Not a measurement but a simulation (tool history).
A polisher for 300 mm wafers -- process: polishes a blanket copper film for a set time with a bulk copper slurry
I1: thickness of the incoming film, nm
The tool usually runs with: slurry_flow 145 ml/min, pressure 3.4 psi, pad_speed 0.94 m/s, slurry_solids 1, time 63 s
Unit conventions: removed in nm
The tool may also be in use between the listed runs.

Run 1, hour 0: usual settings; I1 4646. Result: removed 514 nm.
At hour 17.1: worn pad replaced by a new one.
Run 2, hour 23.8: usual settings but slurry_solids 0.85; I1 4593.7. Result: removed 530.2 nm.
Run 3, hour 48.6: usual settings but slurry_solids 0.85; I1 4756.9. Result: removed 526.9 nm.
At hour 93.8: slurry blender recalibrated.
At hour 127.5: worn pad replaced by a new one.
Run 4, hour 135.7: usual settings but slurry_solids 0.85; I1 4704.1. Result: removed 527 nm.
Run 5, hour 171.5: usual settings but slurry_flow 120 ml/min, pad_speed 0.78 m/s; I1 4624.5. Result: removed 433.8 nm.
Run 6, hour 189.5: usual settings but slurry_flow 120 ml/min, pad_speed 0.78 m/s; I1 4714.9. Result: removed 415.4 nm.
At hour 193.5: slurry nozzle cleaned.
At hour 209.2: slurry blender recalibrated.
Run 7, hour 214.3: usual settings but slurry_flow 120 ml/min, pad_speed 0.78 m/s; I1 4682.4. Result: removed 479 nm.
Run 8, hour 239.8: usual settings but time 72 s; I1 4729. Result: removed 639.3 nm.
At hour 270.2: worn pad replaced by a new one.
Run 9, hour 270.7: usual settings but time 72 s; I1 4661.5. Result: removed 718.9 nm.
Run 10, hour 282.3: usual settings but time 72 s; I1 4680.5. Result: removed 715.1 nm.
Run 11, hour 312.4: usual settings; I1 4709.2. Result: removed 594 nm.
At hour 315: head pressure recalibrated.
Run 12, hour 326.1: usual settings; I1 4665.2. Result: removed 588.7 nm.
At hour 329.8: slurry blender recalibrated.
Run 13, hour 361.1: usual settings; I1 4706.1. Result: removed 565.2 nm.
Run 14, hour 384.7: usual settings but pad_speed 0.8 m/s, slurry_solids 0.8; I1 4733.7. Result: removed 469.4 nm.

The next listed run, before its measurement:
At hour 392.1: worn pad replaced by a new one.
Run 15, hour 419.8: usual settings; I1 4703. Result: removed ?.

Run 15 measured removed 613 nm.
If the tool had no hidden condition, the same run with the same run-to-run variation would have returned removed 636 nm.

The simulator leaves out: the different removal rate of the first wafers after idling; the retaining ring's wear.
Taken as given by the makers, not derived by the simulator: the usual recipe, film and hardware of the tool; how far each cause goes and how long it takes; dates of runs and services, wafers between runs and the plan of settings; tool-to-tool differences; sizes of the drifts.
